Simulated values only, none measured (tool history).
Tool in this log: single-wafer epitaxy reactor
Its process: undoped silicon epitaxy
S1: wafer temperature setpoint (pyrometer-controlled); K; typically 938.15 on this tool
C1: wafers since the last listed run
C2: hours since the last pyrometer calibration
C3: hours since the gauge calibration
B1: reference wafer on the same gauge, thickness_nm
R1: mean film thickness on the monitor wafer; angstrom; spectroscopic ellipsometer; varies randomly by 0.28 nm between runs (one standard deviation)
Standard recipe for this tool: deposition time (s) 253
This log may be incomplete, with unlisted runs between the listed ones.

{"run": 1, "hour": 0.0, "S1": 938.15, "deposition time (s)": 253, "C1": 0, "C2": 1887.3, "C3": 16.1, "B1": 68.288, "R1": 520.54}
{"run": 2, "hour": 11.7, "S1": 938.15, "deposition time (s)": 253, "C1": 82, "C2": 1899.0, "C3": 27.8, "B1": 68.332, "R1": 525.76}
{"run": 3, "hour": 25.2, "S1": 938.15, "deposition time (s)": 253, "C1": 95, "C2": 1912.5, "C3": 41.3, "B1": 68.367, "R1": 520.89}
{"run": 4, "hour": 36.1, "S1": 938.15, "deposition time (s)": 232, "C1": 76, "C2": 1923.4, "C3": 52.2, "B1": 68.352, "R1": 477.02}
{"run": 5, "hour": 46.5, "S1": 938.15, "deposition time (s)": 232, "C1": 73, "C2": 1933.8, "C3": 62.6, "B1": 68.361, "R1": 477.15}
{"run": 6, "hour": 53.5, "S1": 938.15, "deposition time (s)": 232, "C1": 49, "C2": 1940.8, "C3": 69.6, "B1": 68.368, "R1": 478.96}
{"run": 7, "hour": 63.0, "S1": 938.15, "deposition time (s)": 253, "C1": 66, "C2": 1950.3, "C3": 79.1, "B1": 68.324, "R1": 525.32}
{"run": 8, "hour": 78.2, "S1": 938.15, "deposition time (s)": 253, "C1": 107, "C2": 1965.5, "C3": 94.3, "B1": 68.294, "R1": 524.45}
{"run": 9, "hour": 89.4, "S1": 938.15, "deposition time (s)": 253, "C1": 78, "C2": 1976.7, "C3": 105.5, "B1": 68.246, "R1": 518.82}
{"run": 10, "hour": 105.5, "S1": 938.15, "deposition time (s)": 253, "C1": 113, "C2": 1992.8, "C3": 121.6, "B1": 68.334, "R1": 521.48}
{"run": 11, "hour": 115.3, "S1": 938.15, "deposition time (s)": 253, "C1": 69, "C2": 2002.6, "C3": 131.4, "B1": 68.248, "R1": 520.86}
{"run": 12, "hour": 128.4, "S1": 938.15, "deposition time (s)": 253, "C1": 92, "C2": 2015.7, "C3": 144.5, "B1": 68.37, "R1": 517.17}
{"run": 13, "hour": 138.0, "S1": 938.15, "deposition time (s)": 253, "C1": 67, "C2": 2025.3, "C3": 154.1, "B1": 68.287, "R1": 523.19}
{"run": 14, "hour": 145.7, "S1": 938.15, "deposition time (s)": 253, "C1": 54, "C2": 2033.0, "C3": 161.8, "B1": 68.348, "R1": 523.3}
{"run": 15, "hour": 159.5, "S1": 938.15, "deposition time (s)": 253, "C1": 97, "C2": 2046.8, "C3": 175.6, "B1": 68.281, "R1": 523.59}
{"run": 16, "hour": 170.1, "S1": 938.15, "deposition time (s)": 253, "C1": 74, "C2": 2057.4, "C3": 186.2, "B1": 68.322, "R1": 525.09}
{"run": 17, "hour": 177.8, "S1": 938.15, "deposition time (s)": 253, "C1": 54, "C2": 2065.1, "C3": 193.9, "B1": 68.333, "R1": 521.21}
{"run": 18, "hour": 191.4, "S1": 938.15, "deposition time (s)": 213, "C1": 95, "C2": 2078.7, "C3": 207.5, "B1": 68.298, "R1": 439.47}
{"run": 19, "hour": 236.0, "S1": 938.15, "deposition time (s)": 213, "C1": 314, "C2": 2123.3, "C3": 252.1, "B1": 68.292, "R1": 438.93}
{"run": 20, "hour": 253.8, "S1": 938.15, "deposition time (s)": 213, "C1": 125, "C2": 2141.1, "C3": 269.9, "B1": 68.337, "R1": 437.96}
{"run": 21, "hour": 260.7, "S1": 938.15, "deposition time (s)": 253, "C1": 48, "C2": 2148.0, "C3": 276.8, "B1": 68.285, "R1": 520.67}
{"run": 22, "hour": 270.6, "S1": 938.15, "deposition time (s)": 253, "C1": 69, "C2": 2157.9, "C3": 286.7, "B1": 68.248, "R1": 518.61}
{"run": 23, "hour": 286.6, "S1": 932.15, "deposition time (s)": 222, "C1": 112, "C2": 2173.9, "C3": 302.7, "B1": 68.251, "R1": 393.15}
{"run": 24, "hour": 296.6, "S1": 946.15, "deposition time (s)": 228, "C1": 70, "C2": 2183.9, "C3": 312.7, "B1": 68.311, "R1": 565.74}
{"run": 25, "hour": 304.8, "S1": 946.15, "deposition time (s)": 215, "C1": 57, "C2": 2192.1, "C3": 320.9, "B1": 68.299, "R1": 537.09}
{"run": 26, "hour": 321.2, "S1": 927.15, "deposition time (s)": 213, "C1": 115, "C2": 2208.5, "C3": 337.3, "B1": 68.242, "R1": 332.42}
{"run": 27, "hour": 336.6, "S1": 938.15, "deposition time (s)": 212, "C1": 108, "C2": 2223.9, "C3": 352.7, "B1": 68.26, "R1": 432.1}
{"run": 28, "hour": 348.9, "S1": 953.15, "deposition time (s)": 216, "C1": 86, "C2": 2236.2, "C3": 365.0, "B1": 68.205, "R1": 633.63}
{"run": 29, "hour": 360.0, "S1": 938.15, "deposition time (s)": 253, "C1": 78, "C2": 2247.3, "C3": 376.1, "B1": 68.294, "R1": 519.41}
{"run": 30, "hour": 375.5, "S1": 950.15, "deposition time (s)": 221, "C1": 109, "C2": 2262.8, "C3": 391.6, "B1": 68.232, "R1": 604.23}
{"run": 31, "hour": 381.8, "S1": 949.15, "deposition time (s)": 212, "C1": 44, "C2": 2269.1, "C3": 397.9, "B1": 68.318, "R1": 565.67}
{"run": 32, "hour": 393.3, "S1": 928.15, "deposition time (s)": 213, "C1": 81, "C2": 2280.6, "C3": 409.4, "B1": 68.339, "R1": 340.7}
{"hour": 406.4, "done": "pyrometer calibrated"}
{"run": 33, "hour": 410.6, "S1": 938.15, "deposition time (s)": 253, "C1": 65, "C2": 4.2, "C3": 426.7, "B1": 68.305, "R1": 588.67}
{"run": 34, "hour": 416.6, "S1": 929.15, "deposition time (s)": 210, "C1": 42, "C2": 10.2, "C3": 432.7, "B1": 68.291, "R1": 395.9}
{"run": 35, "hour": 425.6, "S1": 950.15, "deposition time (s)": 253, "C1": 63, "C2": 19.2, "C3": 441.7, "B1": 68.171, "R1": 777.15}
{"hour": 426.2, "done": "gauge calibrated"}
{"run": 36, "hour": 437.4, "S1": 938.15, "deposition time (s)": 253, "C1": 83, "C2": 31.0, "C3": 11.2, "B1": 68.349, "R1": 586.36}
{"run": 37, "hour": 453.7, "S1": 938.15, "deposition time (s)": 229, "C1": 114, "C2": 47.3, "C3": 27.5, "B1": 68.347, "R1": 530.21}
{"run": 38, "hour": 469.7, "S1": 938.15, "deposition time (s)": 253, "C1": 112, "C2": 63.3, "C3": 43.5, "B1": 68.238, "R1": 583.09}
{"run": 39, "hour": 480.1, "S1": 950.15, "deposition time (s)": 296, "C1": 73, "C2": 73.7, "C3": 53.9, "B1": 68.292, "R1": 909.0}
{"run": 40, "hour": 491.0, "S1": 928.15, "deposition time (s)": 253, "C1": 76, "C2": 84.6, "C3": 64.8, "B1": 68.202, "R1": 452.33}
{"run": 41, "hour": 507.2, "S1": 929.15, "deposition time (s)": 217, "C1": 114, "C2": 100.8, "C3": 81.0, "B1": 68.352, "R1": 398.6}
{"run": 42, "hour": 522.8, "S1": 924.15, "deposition time (s)": 302, "C1": 109, "C2": 116.4, "C3": 96.6, "B1": 68.282, "R1": 487.66}
{"run": 43, "hour": 531.8, "S1": 926.15, "deposition time (s)": 222, "C1": 63, "C2": 125.4, "C3": 105.6, "B1": 68.33, "R1": 376.35}
{"run": 44, "hour": 544.8, "S1": 925.15, "deposition time (s)": 227, "C1": 91, "C2": 138.4, "C3": 118.6, "B1": 68.242, "R1": 374.42}
{"run": 45, "hour": 558.5, "S1": 938.15, "deposition time (s)": 212, "C1": 96, "C2": 152.1, "C3": 132.3, "B1": 68.263, "R1": 481.84}
{"run": 46, "hour": 574.5, "S1": 938.15, "deposition time (s)": 253, "C1": 112, "C2": 168.1, "C3": 148.3, "B1": 68.182, "R1": 570.8}
{"run": 47, "hour": 588.8, "S1": 934.15, "deposition time (s)": 295, "C1": 100, "C2": 182.4, "C3": 162.6, "B1": 68.334, "R1": 603.46}

A few steps of R1 between consecutive runs. Split each: what settings, incoming material and random variation would produce without the hidden state, and what is left over for the hidden state, along with gauge scatter present in only one of the two compared results (measured, and without hidden state):
What the log doesn't record here: wafer temperature above the value expected at the setpoint (K); gauge reads high (%).
Run 25 -> 26: S1 946.15 -> 927.15, deposition time (s) 215 -> 213. R1 -204.67 angstrom: hidden state +27.42, all else -232.09.
Run 31 -> 32: S1 949.15 -> 928.15, deposition time (s) 212 -> 213. R1 -224.97 angstrom: hidden state +30.06, all else -255.03.
Run 32 -> 33: S1 928.15 -> 938.15, deposition time (s) 213 -> 253, pyrometer calibrated. R1 +247.97 angstrom: hidden state +44.76, all else +203.21.
Run 34 -> 35: S1 929.15 -> 950.15, deposition time (s) 210 -> 253. R1 +381.25 angstrom: hidden state -6.47, all else +387.72.
Run 38 -> 39: S1 938.15 -> 950.15, deposition time (s) 253 -> 296. R1 +325.91 angstrom: hidden state -9.09, all else +335.00.
Run 39 -> 40: S1 950.15 -> 928.15, deposition time (s) 296 -> 253. R1 -456.67 angstrom: hidden state +10.25, all else -466.92.
